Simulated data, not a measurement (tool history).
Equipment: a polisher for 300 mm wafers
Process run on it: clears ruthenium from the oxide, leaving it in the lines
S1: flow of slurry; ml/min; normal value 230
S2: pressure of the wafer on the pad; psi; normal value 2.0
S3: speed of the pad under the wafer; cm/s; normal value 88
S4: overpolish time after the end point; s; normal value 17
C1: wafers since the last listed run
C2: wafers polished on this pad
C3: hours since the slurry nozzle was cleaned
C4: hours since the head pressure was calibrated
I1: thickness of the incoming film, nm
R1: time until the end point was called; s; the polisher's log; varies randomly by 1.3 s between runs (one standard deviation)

run,hour,S1,S2,S3,S4,C1,C2,C3,C4,I1,R1
1,0.0,230,2.0,88,17,0,499,285.5,602.4,74.9,97.4
2,17.5,230,2.4,88,17,179,679,303.0,619.9,75.4,78.2
3,27.5,230,2.4,88,17,102,781,313.0,629.9,74.9,79.5
4,38.7,230,2.0,88,21,115,896,324.2,641.1,76.5,95.7
5,70.0,230,2.0,88,21,321,1218,355.5,672.4,74.2,92.4
# hour 75.5: worn pad replaced by a new one
6,113.6,230,2.0,88,21,406,391,399.1,716.0,75.2,96.3
# hour 120.3: slurry nozzle cleaned
7,124.3,230,2.0,88,17,99,491,4.0,726.7,75.8,88.5
8,151.3,230,2.0,88,17,277,768,31.0,753.7,74.6,86.0
9,167.4,230,2.0,88,17,165,934,47.1,769.8,75.4,87.9
10,179.2,230,2.0,88,21,121,1055,58.9,781.6,74.9,89.3
# hour 200.4: worn pad replaced by a new one
# hour 201.9: head pressure recalibrated
11,202.4,230,2.0,88,17,182,5,82.1,0.5,73.7,87.7
12,205.0,230,1.7,88,17,26,32,84.7,3.1,76.4,110.3
13,221.1,230,2.0,62,17,165,197,100.8,19.2,75.4,123.7
14,230.0,190,2.4,74,8,91,289,109.7,28.1,74.0,92.0
15,244.1,305,2.2,72,17,144,433,123.8,42.2,74.9,94.5
16,255.3,230,2.2,88,11,115,548,135.0,53.4,74.4,82.8
17,266.4,170,1.8,74,23,114,663,146.1,64.5,74.9,125.9
18,278.5,230,2.0,88,17,124,787,158.2,76.6,75.4,91.7

Pick out some run-to-run changes in R1. Of each, how much would a tool without hidden state show as well, from the settings, what came in and chance, and how much is left for the hidden state and any gauge scatter not in both results compared?
What the log doesn't record here: removal rate lost through wear of the pad, %; slurry flow missing at the pad, %; deviation of the head's pressure from its setpoint, %.
Run 6 -> 7: S4 21 -> 17, slurry nozzle cleaned. R1 -7.8 s: hidden state -9.0, all else +1.2.
Run 16 -> 17: S1 230 -> 170, S2 2.2 -> 1.8, S3 88 -> 74, S4 11 -> 23. R1 +43.1 s: hidden state +4.6, all else +38.5.
